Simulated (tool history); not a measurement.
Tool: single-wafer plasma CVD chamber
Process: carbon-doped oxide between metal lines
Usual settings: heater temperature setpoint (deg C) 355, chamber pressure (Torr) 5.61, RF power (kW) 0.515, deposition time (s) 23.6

| run | hour | heater temperature setpoint (deg C) | chamber pressure (Torr) | RF power (kW) | deposition time (s) | read-back reference wafer on the same gauge, thickness_nm | mean film thickness on the monitor wafer (nm) |
|---|---|---|---|---|---|---|---|
| 1 | 0 | 355 | 5.61 | 0.515 | 23.6 | 128.043 | 122.404 |
|  | 13.3 | capacitance manometer re-zeroed and calibrated |
| 2 | 33.1 | 355 | 5.61 | 0.515 | 23.6 | 128.149 | 122.014 |
| 3 | 53.2 | 355 | 5.61 | 0.515 | 23.6 | 127.963 | 122.607 |
|  | 62.2 | thermocouple changed; heater temperature recalibrated |
| 4 | 75.9 | 355 | 5.61 | 0.515 | 23.6 | 128.264 | 122.675 |
| 5 | 103.8 | 355 | 5.61 | 0.515 | 23.6 | 128.123 | 122.363 |
| 6 | 137.3 | 355 | 5.61 | 0.515 | 23.6 | 128.029 | 122.207 |
| 7 | 151.5 | 348 | 5.61 | 0.515 | 20.9 | 127.915 | 111.084 |
| 8 | 172.1 | 355 | 5.61 | 0.475 | 25 | 127.894 | 121.712 |
| 9 | 203.4 | 364 | 4.29 | 0.515 | 23.6 | 127.916 | 116.327 |
|  | 223.2 | showerhead replaced |
| 10 | 234.8 | 364 | 4.57 | 0.61 | 27.4 | 127.839 | 154.326 |
| 11 | 249.3 | 355 | 4.99 | 0.515 | 23.6 | 127.925 | 121.695 |
| 12 | 265.5 | 355 | 5.61 | 0.515 | 23.6 | 128.005 | 122.287 |
| 13 | 279.3 | 355 | 5.61 | 0.515 | 23.6 | 127.932 | 122.312 |
| 14 | 297.8 | 359 | 5.99 | 0.47 | 23.6 | 128.033 | 113.086 |
| 15 | 325 | 355 | 5.61 | 0.515 | 23.6 | 127.956 | 122.118 |
|  | 337.8 | gauge calibrated |
| 16 | 350.4 | 355 | 5.61 | 0.515 | 23.6 | 127.794 | 122.463 |
| 17 | 371.9 | 366 | 6.91 | 0.435 | 27.2 | 128.114 | 119.932 |
|  | 387.1 | RF generator calibrated |
| 18 | 405.5 | 370 | 5.61 | 0.515 | 23.6 | 128.033 | 117.45 |
| 19 | 421.3 | 355 | 5.61 | 0.515 | 19.8 | 128.073 | 103.162 |
| 20 | 451.6 | 349 | 5.61 | 0.555 | 23.6 | 128.086 | 132.156 |
| 21 | 465.9 | 363 | 5.61 | 0.575 | 23.6 | 127.982 | 129.187 |
| 22 | 492.4 | 355 | 4.48 | 0.415 | 27.9 | 128.006 | 117.737 |
| 23 | 519.8 | 360 | 6.04 | 0.515 | 27.4 | 128.098 | 140.733 |
| 24 | 533.6 | 349 | 5.61 | 0.555 | 23.6 | 128.043 | 132.052 |
| 25 | 546.2 | 355 | 6.26 | 0.515 | 27.2 | 127.911 | 141.379 |
| 26 | 573 | 355 | 4.53 | 0.54 | 26.4 | 128.223 | 139.643 |
| 27 | 598.4 | 355 | 5.61 | 0.415 | 21.6 | 128.015 | 92.806 |
| 28 | 630.1 | 346 | 5.61 | 0.585 | 23.6 | 127.903 | 138.335 |

Forecast each of these 5 alternatives for the next run:
| A | 630.5 | 355 | 5.61 | 0.545 | 23.6 | ? | ? |
| B | 630.5 | 369 | 6.77 | 0.515 | 23.6 | ? | ? |
| C | 630.5 | 365 | 5.61 | 0.415 | 25.7 | ? | ? |
| D | 630.5 | 355 | 4.54 | 0.515 | 23.6 | ? | ? |
| E | 630.5 | 341 | 4.29 | 0.515 | 19.5 | ? | ? |

| run | read-back reference wafer on the same gauge, thickness_nm | mean film thickness on the monitor wafer (nm) |
|---|---|---|
| A | 127.937 | 127.659 |
| B | 127.937 | 119.028 |
| C | 127.937 | 106.927 |
| D | 127.937 | 120.096 |
| E | 127.937 | 103.802 |
Without the tool's hidden state the same runs would have given:
| run | mean film thickness on the monitor wafer (nm) |
|---|---|
| A | 127.659 |
| B | 119.028 |
| C | 106.927 |
| D | 120.096 |
| E | 103.802 |
